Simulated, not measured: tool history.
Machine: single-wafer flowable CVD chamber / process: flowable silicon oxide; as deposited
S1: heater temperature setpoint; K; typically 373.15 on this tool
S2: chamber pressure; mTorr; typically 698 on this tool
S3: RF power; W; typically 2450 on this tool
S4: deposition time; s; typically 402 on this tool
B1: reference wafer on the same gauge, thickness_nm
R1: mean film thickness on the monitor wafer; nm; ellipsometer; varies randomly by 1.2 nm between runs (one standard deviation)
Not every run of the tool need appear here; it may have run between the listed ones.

Run 1, day 0: usual settings; B1 197.748. Result: R1 222.421 nm.
Run 2, day 4.271: usual settings; B1 198.139. Result: R1 223.555 nm.
Run 3, day 6.462: usual settings; B1 197.889. Result: R1 225.354 nm.
Run 4, day 15.192: usual settings; B1 197.835. Result: R1 227.071 nm.
At day 17.783: RF generator calibrated.
At day 18.283: thermocouple changed; heater temperature recalibrated.
Run 5, day 19.429: usual settings but S2 595 mTorr; B1 198.148. Result: R1 183.975 nm.
Run 6, day 25.088: usual settings; B1 198.252. Result: R1 217.999 nm.
Run 7, day 27.558: usual settings; B1 198.124. Result: R1 214.504 nm.
Run 8, day 30.608: usual settings; B1 198.176. Result: R1 217.982 nm.
Run 9, day 33.879: usual settings but S4 437 s; B1 198.086. Result: R1 235.321 nm.
Run 10, day 36.6: usual settings but S2 600 mTorr; B1 198.076. Result: R1 188.198 nm.
Run 11, day 38.992: usual settings but S2 600 mTorr; B1 198.201. Result: R1 188.214 nm.
Run 12, day 42.075: usual settings but S2 600 mTorr; B1 198.116. Result: R1 190.174 nm.
Run 13, day 45.296: usual settings; B1 198.431. Result: R1 218.746 nm.
Run 14, day 49.446: usual settings but S4 438 s; B1 197.985. Result: R1 241.539 nm.
At day 51.412: capacitance manometer re-zeroed and calibrated.
Run 15, day 52.217: usual settings but S1 363.15 K, S4 458 s; B1 198.094. Result: R1 366.642 nm.
Run 16, day 56.396: usual settings but S1 361.15 K; B1 198.251. Result: R1 345.109 nm.
Run 17, day 58.517: usual settings; B1 198.085. Result: R1 224.081 nm.
At day 60.962: gauge calibrated.
At day 61.904: showerhead replaced.
Run 18, day 61.925: usual settings but S2 854 mTorr, S3 1970 W, S4 480 s; B1 197.658. Result: R1 321.002 nm.
Run 19, day 63.721: usual settings but S1 361.15 K; B1 197.92. Result: R1 348.345 nm.
Run 20, day 65.35: usual settings but S1 384.15 K, S2 801 mTorr, S3 2630 W; B1 197.861. Result: R1 171.393 nm.
At day 66.679: thermocouple changed; heater temperature recalibrated.
Run 21, day 67.683: usual settings but S2 622 mTorr, S3 2775 W; B1 197.738. Result: R1 191.297 nm.
At day 69.004: RF generator calibrated.
Run 22, day 69.867: usual settings but S2 625 mTorr, S4 473 s; B1 198.114. Result: R1 221.451 nm.
Run 23, day 73.042: usual settings but S4 460 s; B1 197.654. Result: R1 241.604 nm.
Run 24, day 83.854: usual settings; B1 198.042. Result: R1 216.686 nm.
Run 25, day 87.592: usual settings but S4 481 s; B1 198.337. Result: R1 254.571 nm.
Run 26, day 91.688: usual settings; B1 198.103. Result: R1 219.446 nm.

Forecast each of these 5 alternatives for the next run:
Run A, day 91.708: usual settings but S1 385.15 K; B1 ?. Result: R1 ?.
Run B, day 91.708: usual settings but S1 387.15 K, S2 761 mTorr, S3 2170 W, S4 432 s; B1 ?. Result: R1 ?.
Run C, day 91.708: usual settings but S3 2290 W, S4 379 s; B1 ?. Result: R1 ?.
Run D, day 91.708: usual settings but S1 360.15 K, S2 613 mTorr, S3 2225 W, S4 434 s; B1 ?. Result: R1 ?.
Run E, day 91.708: usual settings but S2 751 mTorr, S4 460 s; B1 ?. Result: R1 ?.

run       B1       R1
  A  198.071  137.847
  B  198.071  147.862
  C  198.071  201.783
  D  198.071  324.714
  E  198.071  266.061
With no hidden state in the tool, these same runs would have given:
run       R1
  A  134.489
  B  144.302
  C  196.675
  D  317.091
  E  259.326

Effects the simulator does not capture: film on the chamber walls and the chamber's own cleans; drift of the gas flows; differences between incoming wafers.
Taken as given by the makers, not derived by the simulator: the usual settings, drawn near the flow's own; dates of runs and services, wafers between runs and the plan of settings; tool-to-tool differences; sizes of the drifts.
